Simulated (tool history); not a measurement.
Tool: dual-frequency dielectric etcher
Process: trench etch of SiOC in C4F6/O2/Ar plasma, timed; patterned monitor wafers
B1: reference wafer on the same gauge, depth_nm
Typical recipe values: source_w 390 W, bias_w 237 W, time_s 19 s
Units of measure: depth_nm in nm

run 1 hour=0 | source_w=390 bias_w=237 time_s=16.5 | B1=42.28 | depth_nm=36.23
run 2 hour=62.2 | source_w=390 bias_w=237 time_s=16.5 | B1=42.28 | depth_nm=36.16
run 3 hour=95.9 | source_w=390 bias_w=237 time_s=16.5 | B1=42.28 | depth_nm=36.14
run 4 hour=127.7 | source_w=390 bias_w=237 time_s=19 | B1=42.28 | depth_nm=41.67
run 5 hour=225.4 | source_w=390 bias_w=237 time_s=19 | B1=42.32 | depth_nm=42.07
run 6 hour=253.6 | source_w=330 bias_w=283 time_s=24 | B1=42.29 | depth_nm=54.52
run 7 hour=286.6 | source_w=390 bias_w=237 time_s=19 | B1=42.29 | depth_nm=41.82
run 8 hour=320 | source_w=420 bias_w=237 time_s=19 | B1=42.28 | depth_nm=42.64
run 9 hour=351.1 | source_w=300 bias_w=281 time_s=15.5 | B1=42.3 | depth_nm=34.3
-- hour=376.6 wet clean of the chamber
run 10 hour=400.8 | source_w=390 bias_w=237 time_s=19 | B1=42.29 | depth_nm=41.77
run 11 hour=468.4 | source_w=490 bias_w=237 time_s=15.5 | B1=42.3 | depth_nm=36.49
run 12 hour=506.7 | source_w=310 bias_w=237 time_s=23 | B1=42.29 | depth_nm=47.54
run 13 hour=542 | source_w=300 bias_w=237 time_s=21 | B1=42.28 | depth_nm=43.03
run 14 hour=576.5 | source_w=390 bias_w=237 time_s=19 | B1=42.34 | depth_nm=41.95
run 15 hour=714.1 | source_w=390 bias_w=270 time_s=19 | B1=42.29 | depth_nm=44.31
run 16 hour=747.5 | source_w=390 bias_w=237 time_s=19 | B1=42.29 | depth_nm=41.75
-- hour=759.3 gauge calibrated
run 17 hour=795.3 | source_w=390 bias_w=237 time_s=19 | B1=42.29 | depth_nm=42.11
-- hour=808.3 bias power generator calibrated
-- hour=875.7 upper electrode replaced
run 18 hour=876.2 | source_w=300 bias_w=211 time_s=17 | B1=42.36 | depth_nm=32.04
run 19 hour=898.2 | source_w=300 bias_w=237 time_s=21 | B1=42.34 | depth_nm=41.61
-- hour=940.5 wet clean of the chamber
run 20 hour=954 | source_w=390 bias_w=237 time_s=19 | B1=42.34 | depth_nm=40.89
run 21 hour=1004 | source_w=390 bias_w=237 time_s=19 | B1=42.31 | depth_nm=40.82
-- hour=1030.9 source power generator calibrated
run 22 hour=1074.1 | source_w=390 bias_w=183 time_s=19 | B1=42.34 | depth_nm=36.3
run 23 hour=1128.6 | source_w=330 bias_w=264 time_s=16 | B1=42.27 | depth_nm=34.3
run 24 hour=1167.2 | source_w=490 bias_w=187 time_s=15 | B1=42.28 | depth_nm=31.03
run 25 hour=1234.7 | source_w=450 bias_w=262 time_s=23 | B1=42.32 | depth_nm=53.95
run 26 hour=1429.7 | source_w=340 bias_w=260 time_s=19 | B1=42.32 | depth_nm=40.86
run 27 hour=1465.7 | source_w=320 bias_w=237 time_s=22.5 | B1=42.28 | depth_nm=45.86
run 28 hour=1518 | source_w=390 bias_w=237 time_s=19 | B1=42.31 | depth_nm=40.79
-- hour=1588.3 wet clean of the chamber
run 29 hour=1588.8 | source_w=390 bias_w=207 time_s=19 | B1=42.33 | depth_nm=38.47

5 options for the next run, each taken on its own from the tool as it stands now. Forecast them:
run A hour=1589.2 | source_w=390 bias_w=237 time_s=14 | B1=? | depth_nm=?
run B hour=1589.2 | source_w=390 bias_w=209 time_s=19 | B1=? | depth_nm=?
run C hour=1589.2 | source_w=390 bias_w=263 time_s=21.5 | B1=? | depth_nm=?
run D hour=1589.2 | source_w=350 bias_w=199 time_s=23.5 | B1=? | depth_nm=?
run E hour=1589.2 | source_w=340 bias_w=271 time_s=17 | B1=? | depth_nm=?

run=A B1=42.35 depth_nm=30.17
run=B B1=42.35 depth_nm=38.71
run=C B1=42.35 depth_nm=48.51
run=D B1=42.35 depth_nm=45.39
run=E B1=42.35 depth_nm=37.39
Had the tool no hidden state, the same runs would have come out as:
run=A depth_nm=30.09
run=B depth_nm=38.62
run=C depth_nm=48.39
run=D depth_nm=45.29
run=E depth_nm=37.29
